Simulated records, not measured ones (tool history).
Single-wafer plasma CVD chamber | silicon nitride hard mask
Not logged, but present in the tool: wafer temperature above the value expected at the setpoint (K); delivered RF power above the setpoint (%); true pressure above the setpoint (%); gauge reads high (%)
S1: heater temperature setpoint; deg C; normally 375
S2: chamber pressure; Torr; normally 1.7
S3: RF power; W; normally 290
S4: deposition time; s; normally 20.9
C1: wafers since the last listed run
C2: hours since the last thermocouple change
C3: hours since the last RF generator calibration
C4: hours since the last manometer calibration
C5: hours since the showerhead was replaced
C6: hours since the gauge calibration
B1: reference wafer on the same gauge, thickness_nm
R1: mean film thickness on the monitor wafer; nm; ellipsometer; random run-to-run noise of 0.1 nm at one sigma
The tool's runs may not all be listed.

Run 1, hour 0: usual settings but S1 364 deg C, S4 17.8 s; C1 0; C2 2593.7; C3 911.7; C4 931.4; C5 3351.7; C6 224.8; B1 22.593. Result: R1 17.414 nm.
Run 2, hour 28.4: usual settings but S1 381 deg C, S4 18.5 s; C1 344; C2 2622.1; C3 940.1; C4 959.8; C5 3380.1; C6 253.2; B1 22.596. Result: R1 18.103 nm.
Run 3, hour 69.3: usual settings but S1 381 deg C, S4 18.5 s; C1 495; C2 2663; C3 981; C4 1000.7; C5 3421; C6 294.1; B1 22.59. Result: R1 18.17 nm.
Run 4, hour 95.3: usual settings but S1 381 deg C, S4 18.5 s; C1 315; C2 2689; C3 1007; C4 1026.7; C5 3447; C6 320.1; B1 22.585. Result: R1 18.096 nm.
Run 5, hour 142.3: usual settings; C1 569; C2 2736; C3 1054; C4 1073.7; C5 3494; C6 367.1; B1 22.63. Result: R1 20.574 nm.
Run 6, hour 184.9: usual settings; C1 516; C2 2778.6; C3 1096.6; C4 1116.3; C5 3536.6; C6 409.7; B1 22.602. Result: R1 20.288 nm.
Run 7, hour 231.1: usual settings; C1 560; C2 2824.8; C3 1142.8; C4 1162.5; C5 3582.8; C6 455.9; B1 22.61. Result: R1 20.305 nm.
At hour 259.7: thermocouple changed; heater temperature recalibrated.
Run 8, hour 263.1: usual settings but S1 370 deg C, S2 2.06 Torr, S4 16.7 s; C1 291; C2 3.4; C3 1174.8; C4 1194.5; C5 3614.8; C6 487.9; B1 22.608. Result: R1 17.183 nm.
At hour 324: RF generator calibrated.
Run 9, hour 325.8: usual settings but S1 380 deg C, S2 1.37 Torr, S4 22.1 s; C1 663; C2 66.1; C3 1.8; C4 1257.2; C5 3677.5; C6 550.6; B1 22.594. Result: R1 21.883 nm.
Run 10, hour 364.6: usual settings but S4 17.4 s; C1 470; C2 104.9; C3 40.6; C4 1296; C5 3716.3; C6 589.4; B1 22.613. Result: R1 18.038 nm.
Run 11, hour 411.3: usual settings but S4 19.7 s; C1 566; C2 151.6; C3 87.3; C4 1342.7; C5 3763; C6 636.1; B1 22.571. Result: R1 20.404 nm.
At hour 449.9: gauge calibrated.
Run 12, hour 455.1: usual settings; C1 531; C2 195.4; C3 131.1; C4 1386.5; C5 3806.8; C6 5.2; B1 22.579. Result: R1 21.465 nm.
At hour 533.4: capacitance manometer re-zeroed and calibrated.
Run 13, hour 533.9: usual settings; C1 858; C2 274.2; C3 209.9; C4 0.5; C5 3885.6; C6 84; B1 22.64. Result: R1 21.252 nm.
At hour 579.6: showerhead replaced.
Run 14, hour 729.1: usual settings but S2 1.91 Torr, S3 270 W, S4 24.5 s; C1 2269; C2 469.4; C3 405.1; C4 195.7; C5 149.5; C6 279.2; B1 22.625. Result: R1 23.802 nm.
Run 15, hour 782.3: usual settings but S1 386 deg C, S3 240 W; C1 645; C2 522.6; C3 458.3; C4 248.9; C5 202.7; C6 332.4; B1 22.598. Result: R1 17.994 nm.

What if the next run were any one of these 3? Each begins from the tool's condition after run 15:
Run A, hour 782.7: usual settings but S3 245 W; C1 4; C2 523; C3 458.7; C4 249.3; C5 203.1; C6 332.8; B1 ?. Result: R1 ?.
Run B, hour 782.7: usual settings but S1 390 deg C, S2 1.92 Torr, S3 335 W, S4 24.5 s; C1 4; C2 523; C3 458.7; C4 249.3; C5 203.1; C6 332.8; B1 ?. Result: R1 ?.
Run C, hour 782.7: usual settings but S1 361 deg C, S2 1.84 Torr; C1 4; C2 523; C3 458.7; C4 249.3; C5 203.1; C6 332.8; B1 ?. Result: R1 ?.

run      B1      R1
  A  22.587  18.489
  B  22.587   27.76
  C  22.587  21.479
With the hidden condition removed and each run's random variation left untouched, the same runs would have given:
run      R1
  A  19.539
  B  29.183
  C  22.639

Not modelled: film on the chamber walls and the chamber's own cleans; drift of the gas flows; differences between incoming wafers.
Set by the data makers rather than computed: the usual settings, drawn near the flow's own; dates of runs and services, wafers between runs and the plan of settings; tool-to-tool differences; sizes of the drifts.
